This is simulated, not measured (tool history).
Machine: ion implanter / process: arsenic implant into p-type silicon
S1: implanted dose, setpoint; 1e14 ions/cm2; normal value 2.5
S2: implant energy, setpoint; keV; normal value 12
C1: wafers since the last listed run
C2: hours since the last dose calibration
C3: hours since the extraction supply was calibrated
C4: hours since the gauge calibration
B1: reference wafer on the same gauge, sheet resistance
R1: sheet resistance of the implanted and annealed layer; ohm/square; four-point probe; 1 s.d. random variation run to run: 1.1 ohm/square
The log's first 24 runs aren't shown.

run,day,S1,S2,C1,C2,C3,C4,B1,R1
25,99.796,3.07,15.5,4996,1733.2,1408.6,1406.2,339.7,299.95
26,102.033,2.5,12,1073,1786.9,1462.3,1459.9,340.17,360.31
27,104.871,3.03,14,1361,1855,1530.4,1528,339.91,308.95
28,112.962,2.5,8,3883,2049.2,1724.6,1722.2,340.73,377.35
29,115.929,1.97,12,1423,2120.4,1795.8,1793.4,340.17,437.72
30,118.333,3.03,12,1153,2178.1,1853.5,1851.1,340.18,313.83
31,121.462,2.5,12,1501,2253.2,1928.6,1926.2,339.59,367.55
32,125.4,2.78,13.5,1889,2347.7,2023.1,2020.7,340.12,332.65
# day 126.229: Faraday cup replaced and dose calibrated
33,129.612,3.15,12,1861,81.2,2124.2,2121.8,339.82,298.11
34,132.892,1.86,9,1573,159.9,2202.9,2200.5,339.83,456.14
35,137.35,2.01,8.5,2139,266.9,2309.9,2307.5,339.69,434.62
36,139.346,2.5,12,957,314.8,2357.8,2355.4,340.32,356.04
37,142.975,1.91,15.5,1741,401.9,2444.9,2442.5,340.01,424.3

Consider 4 possible next runs. They are alternatives, not a sequence: every one starts from the tool as it was left by run 37. What does each give?
A,142.992,2.5,12,7,402.3,2445.3,2442.9,?,?
B,142.992,3.22,12,7,402.3,2445.3,2442.9,?,?
C,142.992,2.91,12,7,402.3,2445.3,2442.9,?,?
D,142.992,3.1,16,7,402.3,2445.3,2442.9,?,?

run,B1,R1
A,340.03,354.77
B,340.03,291.94
C,340.03,315.58
D,340.03,291.83
What these runs would have given with no unlogged condition in the tool:
run,R1
A,353.67
B,291.04
C,314.61
D,290.94

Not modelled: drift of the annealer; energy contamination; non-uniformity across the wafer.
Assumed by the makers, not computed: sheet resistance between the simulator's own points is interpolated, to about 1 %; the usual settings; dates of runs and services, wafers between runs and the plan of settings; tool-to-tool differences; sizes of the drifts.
